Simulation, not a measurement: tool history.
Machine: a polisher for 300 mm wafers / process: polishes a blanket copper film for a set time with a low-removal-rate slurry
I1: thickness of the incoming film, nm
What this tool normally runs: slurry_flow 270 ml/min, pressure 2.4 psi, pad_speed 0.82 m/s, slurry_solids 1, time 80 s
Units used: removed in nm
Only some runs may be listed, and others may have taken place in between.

{"run": 1, "hour": 0.0, "slurry_flow": 270, "pressure": 2.4, "pad_speed": 0.82, "slurry_solids": 1, "time": 80, "I1": 865, "removed": 152.9}
{"run": 2, "hour": 74.0, "slurry_flow": 270, "pressure": 2.4, "pad_speed": 0.82, "slurry_solids": 1, "time": 80, "I1": 851.1, "removed": 153.2}
{"run": 3, "hour": 160.0, "slurry_flow": 270, "pressure": 2.4, "pad_speed": 0.82, "slurry_solids": 1, "time": 80, "I1": 846.6, "removed": 153.4}
{"run": 4, "hour": 229.9, "slurry_flow": 195, "pressure": 2.4, "pad_speed": 0.82, "slurry_solids": 1.25, "time": 80, "I1": 856, "removed": 158.9}
{"run": 5, "hour": 306.8, "slurry_flow": 195, "pressure": 2.4, "pad_speed": 0.82, "slurry_solids": 1.25, "time": 80, "I1": 864.5, "removed": 153.6}
{"run": 6, "hour": 394.2, "slurry_flow": 195, "pressure": 2.4, "pad_speed": 0.82, "slurry_solids": 1.25, "time": 80, "I1": 868.2, "removed": 159.1}
{"run": 7, "hour": 477.4, "slurry_flow": 270, "pressure": 2.4, "pad_speed": 0.82, "slurry_solids": 1, "time": 80, "I1": 853.1, "removed": 156.3}
{"run": 8, "hour": 552.1, "slurry_flow": 270, "pressure": 2.4, "pad_speed": 0.82, "slurry_solids": 1, "time": 80, "I1": 865.2, "removed": 151.4}
{"run": 9, "hour": 596.7, "slurry_flow": 210, "pressure": 3, "pad_speed": 0.82, "slurry_solids": 1, "time": 80, "I1": 860.9, "removed": 184.5}
{"run": 10, "hour": 681.3, "slurry_flow": 210, "pressure": 2.4, "pad_speed": 0.54, "slurry_solids": 1.2, "time": 60, "I1": 876, "removed": 90.3}
{"run": 11, "hour": 740.0, "slurry_flow": 270, "pressure": 2.4, "pad_speed": 0.82, "slurry_solids": 1, "time": 80, "I1": 857.9, "removed": 152.3}
{"run": 12, "hour": 846.7, "slurry_flow": 270, "pressure": 2.4, "pad_speed": 0.92, "slurry_solids": 0.9, "time": 71, "I1": 874.2, "removed": 145.4}
{"run": 13, "hour": 893.1, "slurry_flow": 270, "pressure": 2.4, "pad_speed": 0.92, "slurry_solids": 1, "time": 80, "I1": 858.2, "removed": 165}
{"run": 14, "hour": 947.5, "slurry_flow": 270, "pressure": 2.7, "pad_speed": 0.82, "slurry_solids": 1, "time": 99, "I1": 872.6, "removed": 211.3}
{"run": 15, "hour": 1003.0, "slurry_flow": 270, "pressure": 1.8, "pad_speed": 0.82, "slurry_solids": 1.15, "time": 80, "I1": 858.5, "removed": 123.5}

Removed from this log: 12 entries logged between the listed runs. Between which two listed runs does each belong, and how does the tool's hidden state at the listed run before it compare with that at the listed run after it?
Runs 2 to 3: worn pad replaced by a new one (hour 126); slurry blender recalibrated (hour 128.3)
  nothing in the hidden state changes from one run to the other
Runs 5 to 6: worn pad replaced by a new one (hour 322.5); head pressure recalibrated (hour 333.6); slurry blender recalibrated (hour 375.8)
  nothing in the hidden state changes from one run to the other
Runs 7 to 8: slurry nozzle cleaned (hour 478.6); worn pad replaced by a new one (hour 551.6)
  nothing in the hidden state changes from one run to the other
Runs 8 to 9: slurry blender recalibrated (hour 563.4)
  nothing in the hidden state changes from one run to the other
Runs 10 to 11: worn pad replaced by a new one (hour 725.6)
  nothing in the hidden state changes from one run to the other
Runs 11 to 12: slurry blender recalibrated (hour 752.6)
  nothing in the hidden state changes from one run to the other
Runs 13 to 14: slurry blender recalibrated (hour 940.3); worn pad replaced by a new one (hour 947)
  nothing in the hidden state changes from one run to the other
